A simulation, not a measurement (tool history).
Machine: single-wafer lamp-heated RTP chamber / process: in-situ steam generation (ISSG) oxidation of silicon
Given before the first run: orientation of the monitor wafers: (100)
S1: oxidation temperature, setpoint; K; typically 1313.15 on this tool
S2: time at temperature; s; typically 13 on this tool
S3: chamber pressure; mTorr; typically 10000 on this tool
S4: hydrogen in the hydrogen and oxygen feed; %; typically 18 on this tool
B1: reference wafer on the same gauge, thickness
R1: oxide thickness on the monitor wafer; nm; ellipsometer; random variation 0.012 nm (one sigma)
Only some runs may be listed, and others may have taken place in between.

run	hour	S1	S2	S3	S4	B1	R1
1	0.0	1313.15	13	10000	18	4.401	5.238
2	59.0	1313.15	10	10000	18	4.402	4.623
3	103.2	1325.15	13	10000	18	4.399	5.572
4	154.7	1313.15	13	10000	18	4.398	5.304
5	196.8	1313.15	13	10000	18	4.401	5.340
# hour 243.8: pyrometer window cleaned and pyrometer calibrated
6	255.8	1313.15	13	10000	18	4.401	5.224
7	325.6	1313.15	13	10000	18	4.399	5.225
8	351.4	1313.15	13	10000	18	4.400	5.237
9	381.8	1327.15	13	10000	18	4.399	5.597
# hour 398.2: gauge calibrated
10	447.5	1327.15	13	10000	18	4.397	5.662
11	500.4	1327.15	13	10000	18	4.400	5.651
12	546.0	1303.15	13	10000	18	4.398	5.098
# hour 592.4: pyrometer window cleaned and pyrometer calibrated
# hour 605.2: hydrogen flow controller replaced
13	605.7	1300.15	13	10000	27	4.397	5.388
14	639.4	1313.15	13	10000	18	4.399	5.197
15	666.2	1313.15	13	10200	11	4.399	4.672
16	704.3	1325.15	13	9400	18	4.399	5.587
17	747.3	1313.15	13	10000	18	4.403	5.254
18	790.8	1331.15	9	10000	22	4.398	4.999
19	844.1	1324.15	13	10000	18	4.397	5.572
# hour 912.0: pyrometer window cleaned and pyrometer calibrated
20	912.5	1313.15	17	10200	18	4.398	5.961
21	969.1	1313.15	13	10200	27	4.400	5.720
# hour 1042.8: pressure gauge zeroed
22	1098.6	1313.15	13	10000	18	4.397	5.290
23	1124.9	1324.15	17	10200	18	4.402	6.411
24	1172.5	1313.15	13	10000	18	4.399	5.324
25	1198.8	1318.15	10	9500	18	4.399	4.826
26	1231.7	1305.15	9	9200	21	4.399	4.538
# hour 1256.1: pyrometer window cleaned and pyrometer calibrated
27	1268.2	1320.15	13	10000	18	4.400	5.399
28	1307.8	1323.15	8	10200	18	4.400	4.286
29	1333.7	1313.15	13	10200	23	4.402	5.490
30	1386.8	1313.15	13	10200	18	4.399	5.207
31	1448.2	1322.15	11	10200	11	4.399	4.511

The logged runs with the hidden state left out (each run's random variation unchanged):
Hidden state present: true wafer temperature minus pyrometer reading, K; true pressure minus gauge reading, Torr; deviation of the hydrogen flow from its setpoint, %; gauge reads high (%).
run	R1
1	5.218
2	4.591
3	5.506
4	5.217
5	5.224
6	5.211
7	5.204
8	5.211
9	5.558
10	5.593
11	5.551
12	4.993
13	5.383
14	5.190
15	4.663
16	5.566
17	5.223
18	4.953
19	5.488
20	5.928
21	5.687
22	5.224
23	6.304
24	5.221
25	4.722
26	4.436
27	5.386
28	4.275
29	5.470
30	5.176
31	4.465

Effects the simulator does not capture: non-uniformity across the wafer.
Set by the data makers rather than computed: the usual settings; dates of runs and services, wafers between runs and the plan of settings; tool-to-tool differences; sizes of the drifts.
